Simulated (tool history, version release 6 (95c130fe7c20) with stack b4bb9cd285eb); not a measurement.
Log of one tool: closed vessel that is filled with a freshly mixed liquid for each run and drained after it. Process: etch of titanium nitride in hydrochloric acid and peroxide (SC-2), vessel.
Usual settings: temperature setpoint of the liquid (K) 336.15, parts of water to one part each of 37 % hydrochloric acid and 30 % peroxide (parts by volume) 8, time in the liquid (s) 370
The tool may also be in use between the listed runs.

run,hour,temperature setpoint of the liquid (K),parts of water to one part each of 37 % hydrochloric acid and 30 % peroxide (parts by volume),time in the liquid (s),wafers since the last listed run,hours since the thermometer was replaced,hours since the chemicals flow meter was replaced,hours since the drum of peroxide was connected,hours since the gauge calibration,"read-back film thickness of the titanium nitride reference wafer, read on the same gauge (nm)",thickness taken off the titanium nitride on a monitor wafer (Å)
1,0,329.65,8,495,0,1934.2,1058.6,487.5,1490,30.03,203.1
2,37.7,336.15,8,235,4312,1971.9,1096.3,525.2,1527.7,30.01,147.4
3,68.2,336.15,8,370,3488,2002.4,1126.8,555.7,1558.2,29.99,230.6
4,121.1,336.15,8,370,6051,2055.3,1179.7,608.6,1611.1,29.98,230
5,155.3,336.15,10,370,3912,2089.5,1213.9,642.8,1645.3,30.02,192.8
# hour 189.9: thermometer replaced
6,208.6,336.15,10,370,5982,18.7,1267.2,696.1,1698.6,30.02,173.8
7,240.9,336.15,8,370,3694,51,1299.5,728.4,1730.9,30.02,210.9
# hour 242.7: new drum of peroxide connected
# hour 253.4: chemicals flow meter replaced
8,288.5,336.15,8,370,5216,98.6,35.1,45.8,1778.5,30.01,213.5
9,314.9,336.15,8,370,3019,125,61.5,72.2,1804.9,29.99,212.5
10,370.7,336.15,8,370,6382,180.8,117.3,128,1860.7,30.01,211.7
11,430.3,336.15,8,370,6817,240.4,176.9,187.6,1920.3,29.99,213.2
12,477,336.15,5,550,5342,287.1,223.6,234.3,1967,30.02,452.4
13,505.4,336.15,8,370,3248,315.5,252,262.7,1995.4,30.04,212
14,562.4,336.15,8,370,6520,372.5,309,319.7,2052.4,29.99,215.4
15,598.6,343.65,9,480,4140,408.7,345.2,355.9,2088.6,30.03,394
16,624.1,331.15,5.5,570,2916,434.2,370.7,381.4,2114.1,29.98,326.6
17,659.5,343.15,9.5,535,4049,469.6,406.1,416.8,2149.5,29.99,410.6
18,703.2,330.65,10.5,520,4998,513.3,449.8,460.5,2193.2,29.98,172.5
19,732.3,336.15,8,370,3328,542.4,478.9,489.6,2222.3,29.97,213.4
# hour 741.4: gauge calibrated
20,802.7,343.15,4.5,370,8053,612.8,549.3,560,61.3,29.98,509.3
# hour 837.5: new drum of peroxide connected
21,857.6,344.15,8,165,6165,667.7,604.2,20.1,116.2,30.01,156.7
22,923.7,336.15,8,370,7561,733.8,670.3,86.2,182.3,30.03,215.1
23,992,329.65,8,495,7812,802.1,738.6,154.5,250.6,29.98,191
24,1020.8,336.15,8,250,3294,830.9,767.4,183.3,279.4,30.03,146.7
25,1046.2,336.15,6.5,370,2905,856.3,792.8,208.7,304.8,30,255.8
26,1076.6,328.65,11.5,520,3477,886.7,823.2,239.1,335.2,29.99,143.5
27,1146.1,336.15,4.5,370,7950,956.2,892.7,308.6,404.7,30,338.1
28,1207.3,336.15,8,370,7000,1017.4,953.9,369.8,465.9,30,218.4

Forecast each of these 5 alternatives for the next run:
A,1208.1,327.15,8,370,91,1018.2,954.7,370.6,466.7,?,?
B,1208.1,336.15,6,490,91,1018.2,954.7,370.6,466.7,?,?
C,1208.1,332.65,11.5,235,91,1018.2,954.7,370.6,466.7,?,?
D,1208.1,336.15,10.5,195,91,1018.2,954.7,370.6,466.7,?,?
E,1208.1,336.15,11,205,91,1018.2,954.7,370.6,466.7,?,?

run,"read-back film thickness of the titanium nitride reference wafer, read on the same gauge (nm)",thickness taken off the titanium nitride on a monitor wafer (Å)
A,29.99,123.9
B,29.99,361.6
C,29.99,82.7
D,29.99,92.1
E,29.99,93.1
Without the tool's hidden state the same runs would have given:
run,thickness taken off the titanium nitride on a monitor wafer (Å)
A,117.6
B,344.2
C,78.7
D,87.7
E,88.6

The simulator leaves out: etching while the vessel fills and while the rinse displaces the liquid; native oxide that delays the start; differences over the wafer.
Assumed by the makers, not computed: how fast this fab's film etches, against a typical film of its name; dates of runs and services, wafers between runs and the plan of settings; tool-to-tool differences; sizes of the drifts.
